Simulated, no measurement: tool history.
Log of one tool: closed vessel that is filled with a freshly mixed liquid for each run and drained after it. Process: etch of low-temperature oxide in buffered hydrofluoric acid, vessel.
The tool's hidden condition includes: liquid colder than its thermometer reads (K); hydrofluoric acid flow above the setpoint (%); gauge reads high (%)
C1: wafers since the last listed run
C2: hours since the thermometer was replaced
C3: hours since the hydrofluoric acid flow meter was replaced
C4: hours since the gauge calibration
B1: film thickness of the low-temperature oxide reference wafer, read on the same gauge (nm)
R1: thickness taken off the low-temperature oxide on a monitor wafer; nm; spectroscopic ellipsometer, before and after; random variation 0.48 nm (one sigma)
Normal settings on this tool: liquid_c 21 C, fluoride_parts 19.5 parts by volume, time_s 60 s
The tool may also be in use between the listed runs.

{"run": 1, "hour": 0.0, "liquid_c": 21, "fluoride_parts": 19.5, "time_s": 60, "C1": 0, "C2": 1666.9, "C3": 1277.9, "C4": 109.5, "B1": 120.05, "R1": 141.18}
{"run": 2, "hour": 14.3, "liquid_c": 21, "fluoride_parts": 19.5, "time_s": 60, "C1": 2179, "C2": 1681.2, "C3": 1292.2, "C4": 123.8, "B1": 120.04, "R1": 141.09}
{"hour": 62.1, "done": "gauge calibrated"}
{"run": 3, "hour": 66.4, "liquid_c": 21, "fluoride_parts": 19.5, "time_s": 60, "C1": 7939, "C2": 1733.3, "C3": 1344.3, "C4": 4.3, "B1": 119.99, "R1": 140.14}
{"run": 4, "hour": 79.1, "liquid_c": 21, "fluoride_parts": 19.5, "time_s": 60, "C1": 1935, "C2": 1746, "C3": 1357, "C4": 17, "B1": 119.99, "R1": 141.51}
{"hour": 85.1, "done": "thermometer replaced"}
{"run": 5, "hour": 95.0, "liquid_c": 21, "fluoride_parts": 19.5, "time_s": 60, "C1": 2270, "C2": 9.9, "C3": 1372.9, "C4": 32.9, "B1": 120.04, "R1": 158.77}
{"run": 6, "hour": 108.7, "liquid_c": 21, "fluoride_parts": 19.5, "time_s": 60, "C1": 2087, "C2": 23.6, "C3": 1386.6, "C4": 46.6, "B1": 120.06, "R1": 158.37}
{"run": 7, "hour": 122.8, "liquid_c": 21, "fluoride_parts": 19.5, "time_s": 45, "C1": 2148, "C2": 37.7, "C3": 1400.7, "C4": 60.7, "B1": 119.98, "R1": 118.98}
{"run": 8, "hour": 135.0, "liquid_c": 21, "fluoride_parts": 25, "time_s": 60, "C1": 1859, "C2": 49.9, "C3": 1412.9, "C4": 72.9, "B1": 120.02, "R1": 129.53}
{"run": 9, "hour": 141.6, "liquid_c": 21, "fluoride_parts": 25, "time_s": 60, "C1": 1005, "C2": 56.5, "C3": 1419.5, "C4": 79.5, "B1": 119.94, "R1": 128.72}
{"run": 10, "hour": 153.3, "liquid_c": 21, "fluoride_parts": 19.5, "time_s": 80, "C1": 1782, "C2": 68.2, "C3": 1431.2, "C4": 91.2, "B1": 119.98, "R1": 211.65}

The next listed run, before its measurement:
{"run": 11, "hour": 168.2, "liquid_c": 21, "fluoride_parts": 15, "time_s": 75, "C1": 2270, "C2": 83.1, "C3": 1446.1, "C4": 106.1, "B1": "?", "R1": "?"}

B1: 120.03
R1: 255.56 nm
The same run, on a tool lacking any hidden state, would have yielded R1 236.55 nm.
